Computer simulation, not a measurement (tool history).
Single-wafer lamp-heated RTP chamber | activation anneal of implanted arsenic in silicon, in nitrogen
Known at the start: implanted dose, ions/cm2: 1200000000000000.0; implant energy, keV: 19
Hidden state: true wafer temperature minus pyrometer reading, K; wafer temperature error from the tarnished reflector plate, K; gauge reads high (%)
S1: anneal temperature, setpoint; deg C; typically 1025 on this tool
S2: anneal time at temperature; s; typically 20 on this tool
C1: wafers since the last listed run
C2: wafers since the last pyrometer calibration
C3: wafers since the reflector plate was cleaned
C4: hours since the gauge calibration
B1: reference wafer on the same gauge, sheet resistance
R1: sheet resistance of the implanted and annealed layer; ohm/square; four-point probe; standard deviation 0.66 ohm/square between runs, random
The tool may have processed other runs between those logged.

run	day	S1	S2	C1	C2	C3	C4	B1	R1
1	0.000	1025	20	0	4111	4350	108.9	103.04	115.00
2	0.683	1025	20	261	4372	4611	125.3	103.07	115.70
3	1.500	1025	20	312	4684	4924	144.9	102.89	115.61
4	2.317	1025	20	312	4996	5236	164.5	103.24	115.99
# day 4.083: pyrometer window cleaned and pyrometer calibrated
5	5.667	1025	23	1153	605	6390	244.9	102.84	112.72
6	6.692	1013	20	391	997	6782	269.5	103.04	119.96
7	7.917	1025	27	468	1465	7250	298.9	103.05	110.63
8	8.754	1044	20	320	1785	7571	319.0	103.01	109.78
9	9.688	1044	20	356	2142	7927	341.4	102.96	109.00
# day 10.721: gauge calibrated
10	11.792	1044	20	804	2947	8732	25.7	103.07	109.56
11	12.533	1009	20	283	3231	9016	43.5	103.05	120.08
12	13.900	1009	20	522	3753	9538	76.3	103.03	119.11
13	15.383	1009	20	567	4321	10106	111.9	103.22	120.18
# day 15.733: reflector plate cleaned
14	16.138	1043	20	160	4482	154	130.0	103.17	111.89
15	17.404	1043	25	484	4966	638	160.4	102.83	108.44
# day 18.058: pyrometer window cleaned and pyrometer calibrated
16	18.088	1025	31	133	11	772	176.8	102.76	112.76
17	18.958	1025	25	333	344	1105	197.7	102.97	114.61
18	20.138	997	30	450	795	1556	226.0	102.78	121.30
19	21.492	1009	24	517	1313	2074	258.5	102.98	119.30
20	22.621	1009	9	431	1744	2506	285.6	103.04	131.97
21	23.525	1037	10	345	2090	2852	307.3	102.94	121.69
22	24.221	1025	13	266	2356	3118	324.0	103.05	122.04
23	25.604	1025	20	529	2885	3647	357.2	102.71	115.53
24	26.667	1041	13	406	3292	4053	382.7	102.93	116.72
25	27.283	1025	13	235	3527	4289	397.5	103.04	122.48
26	27.979	1025	20	266	3794	4555	414.2	102.80	115.72
27	28.538	1015	16	213	4007	4768	427.6	103.11	120.61
# day 29.108: gauge calibrated
28	29.958	1025	20	543	4550	5312	20.4	103.20	114.67
# day 30.858: pyrometer window cleaned and pyrometer calibrated
29	30.908	1025	20	235	18	5548	43.2	102.99	114.76
30	31.746	997	11	320	339	5868	63.3	102.86	133.19
31	32.254	1001	14	194	533	6062	75.5	103.24	128.07

Hidden condition of the tool, last listed run before each entry between runs versus first listed run after:
In the gap between runs 4 and 5: pyrometer window cleaned and pyrometer calibrated (day 4.083)
  wafer temperature error from the tarnished reflector plate, K: 6.6 -> 7.19
  the result without the hidden state subtracted from the measured one, R1: -2.15 -> -2.27 ohm/square
In the gap between runs 9 and 10: gauge calibrated (day 10.721)
  wafer temperature error from the tarnished reflector plate, K: 7.68 -> 7.87
  the result without the hidden state subtracted from the measured one, R1: -2.12 -> -2.19 ohm/square
In the gap between runs 13 and 14: reflector plate cleaned (day 15.733)
  wafer temperature error from the tarnished reflector plate, K: 8.12 -> 0.468
  the result without the hidden state subtracted from the measured one, R1: -3.14 -> -0.14 ohm/square
In the gap between runs 15 and 16: pyrometer window cleaned and pyrometer calibrated (day 18.058)
  wafer temperature error from the tarnished reflector plate, K: 1.42 -> 1.89
  the result without the hidden state subtracted from the measured one, R1: -0.39 -> -0.60 ohm/square
In the gap between runs 27 and 28: gauge calibrated (day 29.108)
  wafer temperature error from the tarnished reflector plate, K: 6.2 -> 6.51
  the result without the hidden state subtracted from the measured one, R1: -2.28 -> -2.10 ohm/square
In the gap between runs 28 and 29: pyrometer window cleaned and pyrometer calibrated (day 30.858)
  wafer temperature error from the tarnished reflector plate, K: 6.51 -> 6.69
  the result without the hidden state subtracted from the measured one, R1: -2.10 -> -2.16 ohm/square
